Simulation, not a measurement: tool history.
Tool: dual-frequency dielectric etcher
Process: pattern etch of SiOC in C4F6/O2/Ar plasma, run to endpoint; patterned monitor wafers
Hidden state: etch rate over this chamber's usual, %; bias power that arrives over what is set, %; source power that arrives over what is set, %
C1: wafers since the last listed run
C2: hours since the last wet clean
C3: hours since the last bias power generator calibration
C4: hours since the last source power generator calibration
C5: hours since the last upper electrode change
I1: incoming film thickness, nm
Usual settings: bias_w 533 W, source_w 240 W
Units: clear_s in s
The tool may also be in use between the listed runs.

{"run": 1, "day": 0.0, "bias_w": 533, "source_w": 240, "C1": 0, "C2": 441.8, "C3": 1298.1, "C4": 3472.3, "C5": 3325.4, "I1": 34.91, "clear_s": 13.1}
{"run": 2, "day": 3.775, "bias_w": 533, "source_w": 240, "C1": 1014, "C2": 532.4, "C3": 1388.7, "C4": 3562.9, "C5": 3416.0, "I1": 34.57, "clear_s": 13.0}
{"day": 5.675, "done": "wet clean of the chamber"}
{"run": 3, "day": 6.008, "bias_w": 533, "source_w": 240, "C1": 331, "C2": 8.0, "C3": 1442.3, "C4": 3616.5, "C5": 3469.6, "I1": 34.74, "clear_s": 13.1}
{"run": 4, "day": 8.317, "bias_w": 533, "source_w": 240, "C1": 620, "C2": 63.4, "C3": 1497.7, "C4": 3671.9, "C5": 3525.0, "I1": 35.05, "clear_s": 13.1}
{"run": 5, "day": 16.646, "bias_w": 533, "source_w": 240, "C1": 2238, "C2": 263.3, "C3": 1697.6, "C4": 3871.8, "C5": 3724.9, "I1": 35.12, "clear_s": 13.2}
{"run": 6, "day": 20.842, "bias_w": 533, "source_w": 240, "C1": 1127, "C2": 364.0, "C3": 1798.3, "C4": 3972.5, "C5": 3825.6, "I1": 34.96, "clear_s": 13.2}
{"day": 22.112, "done": "source power generator calibrated"}
{"run": 7, "day": 24.008, "bias_w": 533, "source_w": 250, "C1": 806, "C2": 440.0, "C3": 1874.3, "C4": 45.5, "C5": 3901.6, "I1": 35.02, "clear_s": 13.1}
{"day": 27.096, "done": "wet clean of the chamber"}
{"run": 8, "day": 27.646, "bias_w": 603, "source_w": 240, "C1": 708, "C2": 13.2, "C3": 1961.6, "C4": 132.8, "C5": 3988.9, "I1": 34.59, "clear_s": 12.5}
{"run": 9, "day": 30.779, "bias_w": 533, "source_w": 280, "C1": 841, "C2": 88.4, "C3": 2036.8, "C4": 208.0, "C5": 4064.1, "I1": 35.2, "clear_s": 12.4}
{"run": 10, "day": 34.288, "bias_w": 533, "source_w": 280, "C1": 942, "C2": 172.6, "C3": 2121.0, "C4": 292.2, "C5": 4148.3, "I1": 35.13, "clear_s": 12.5}
{"day": 37.838, "done": "upper electrode replaced"}
{"run": 11, "day": 37.858, "bias_w": 599, "source_w": 220, "C1": 690, "C2": 258.3, "C3": 2206.7, "C4": 377.9, "C5": 0.5, "I1": 35.13, "clear_s": 13.2}
{"run": 12, "day": 39.421, "bias_w": 599, "source_w": 220, "C1": 419, "C2": 295.8, "C3": 2244.2, "C4": 415.4, "C5": 38.0, "I1": 34.67, "clear_s": 12.9}
{"run": 13, "day": 41.588, "bias_w": 643, "source_w": 260, "C1": 582, "C2": 347.8, "C3": 2296.2, "C4": 467.4, "C5": 90.0, "I1": 34.49, "clear_s": 11.8}
{"run": 14, "day": 44.6, "bias_w": 452, "source_w": 210, "C1": 809, "C2": 420.1, "C3": 2368.5, "C4": 539.7, "C5": 162.3, "I1": 35.1, "clear_s": 14.2}
{"day": 47.625, "done": "wet clean of the chamber"}
{"day": 47.908, "done": "bias power generator calibrated"}
{"run": 15, "day": 48.392, "bias_w": 624, "source_w": 210, "C1": 705, "C2": 18.4, "C3": 11.6, "C4": 630.7, "C5": 253.3, "I1": 35.26, "clear_s": 13.1}
{"run": 16, "day": 51.617, "bias_w": 592, "source_w": 260, "C1": 866, "C2": 95.8, "C3": 89.0, "C4": 708.1, "C5": 330.7, "I1": 34.9, "clear_s": 12.4}
{"run": 17, "day": 53.875, "bias_w": 570, "source_w": 270, "C1": 606, "C2": 150.0, "C3": 143.2, "C4": 762.3, "C5": 384.9, "I1": 34.77, "clear_s": 12.2}
{"run": 18, "day": 58.038, "bias_w": 603, "source_w": 240, "C1": 1118, "C2": 249.9, "C3": 243.1, "C4": 862.2, "C5": 484.8, "I1": 34.73, "clear_s": 12.7}
{"run": 19, "day": 61.946, "bias_w": 533, "source_w": 240, "C1": 1050, "C2": 343.7, "C3": 336.9, "C4": 956.0, "C5": 578.6, "I1": 35.05, "clear_s": 13.2}
{"run": 20, "day": 63.558, "bias_w": 533, "source_w": 240, "C1": 433, "C2": 382.4, "C3": 375.6, "C4": 994.7, "C5": 617.3, "I1": 34.79, "clear_s": 13.1}

Hidden state at the last listed run before each entry between runs and at the first one after, where it differs:
Between runs 2 and 3: wet clean of the chamber (day 5.675)
  no hidden state differs between the two runs
Between runs 6 and 7: source power generator calibrated (day 22.112)
  no hidden state differs between the two runs
Between runs 7 and 8: wet clean of the chamber (day 27.096)
  no hidden state differs between the two runs
Between runs 10 and 11: upper electrode replaced (day 37.838)
  no hidden state differs between the two runs
Between runs 14 and 15: wet clean of the chamber (day 47.625); bias power generator calibrated (day 47.908)
  no hidden state differs between the two runs

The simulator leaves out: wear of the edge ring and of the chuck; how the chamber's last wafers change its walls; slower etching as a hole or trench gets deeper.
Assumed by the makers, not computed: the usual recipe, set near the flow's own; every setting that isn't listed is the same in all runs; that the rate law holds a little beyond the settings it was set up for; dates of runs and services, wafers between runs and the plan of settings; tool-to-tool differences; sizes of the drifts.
